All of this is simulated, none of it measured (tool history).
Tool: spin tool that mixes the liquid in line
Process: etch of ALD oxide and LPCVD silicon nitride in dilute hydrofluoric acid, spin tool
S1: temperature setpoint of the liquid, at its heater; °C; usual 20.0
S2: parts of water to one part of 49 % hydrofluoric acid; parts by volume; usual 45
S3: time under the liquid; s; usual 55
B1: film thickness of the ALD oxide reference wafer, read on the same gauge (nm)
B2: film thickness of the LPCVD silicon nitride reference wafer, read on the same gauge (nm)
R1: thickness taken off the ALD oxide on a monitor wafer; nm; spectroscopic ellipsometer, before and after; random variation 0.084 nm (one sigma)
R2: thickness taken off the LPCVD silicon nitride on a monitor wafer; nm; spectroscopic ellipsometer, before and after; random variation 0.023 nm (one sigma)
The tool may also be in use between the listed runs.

run	hour	S1	S2	S3	B1	B2	R1	R2
1	0.0	20.0	45	55	49.99	149.957	10.50	0.420
2	7.8	20.0	50	55	49.98	150.007	9.36	0.387
3	25.7	20.0	50	55	50.01	149.961	9.58	0.394
4	37.3	20.0	45	55	50.00	149.973	10.40	0.428
5	44.7	20.0	45	55	50.06	150.036	10.49	0.423
6	52.7	20.0	45	55	49.98	150.026	10.29	0.425
7	65.8	24.0	40	85	50.02	150.065	21.72	0.983
# hour 68.8: gauge calibrated
8	82.3	17.0	45	40	50.02	150.003	6.67	0.255
9	91.1	20.0	45	55	50.02	149.990	10.45	0.411
10	99.2	23.0	45	55	50.00	150.009	11.81	0.558
11	105.6	20.0	45	55	49.99	150.024	10.30	0.445
12	113.0	21.5	40	35	50.02	149.999	7.87	0.351
13	120.7	17.0	60	55	49.96	150.001	6.59	0.234
14	129.7	20.0	30	55	49.94	150.049	15.62	0.615
15	137.5	20.0	45	55	49.98	149.978	10.15	0.418
16	144.9	24.0	65	30	50.01	150.033	4.49	0.207
17	162.2	20.0	40	85	49.98	150.012	17.90	0.773
# hour 171.2: thermometer replaced
18	178.4	24.0	45	80	50.00	149.989	18.91	0.910
19	193.2	18.5	60	30	49.97	150.008	4.16	0.177
20	203.2	20.0	45	35	49.99	150.034	7.01	0.278
21	215.4	20.0	55	55	49.98	150.015	8.78	0.368
22	231.6	21.5	45	55	49.99	150.008	11.62	0.517
23	247.6	18.0	55	40	50.02	149.955	5.91	0.229
24	260.7	18.0	45	55	50.02	149.992	9.93	0.413
25	268.6	23.5	25	65	50.04	149.986	27.01	1.261
26	275.7	24.0	45	80	50.01	149.985	18.38	0.892
27	283.9	24.5	35	75	49.96	150.001	23.20	1.041

Forecast each of these 3 alternatives for the next run:
A	284.3	20.0	35	55	?	?	?	?
B	284.3	25.0	55	55	?	?	?	?
C	284.3	17.0	35	20	?	?	?	?

run	B1	B2	R1	R2
A	50.02	149.999	14.16	0.576
B	50.02	149.999	10.84	0.523
C	50.02	149.999	4.52	0.169
Without the tool's hidden state the same runs would have given:
run	R1	R2
A	15.04	0.623
B	11.50	0.565
C	4.80	0.183

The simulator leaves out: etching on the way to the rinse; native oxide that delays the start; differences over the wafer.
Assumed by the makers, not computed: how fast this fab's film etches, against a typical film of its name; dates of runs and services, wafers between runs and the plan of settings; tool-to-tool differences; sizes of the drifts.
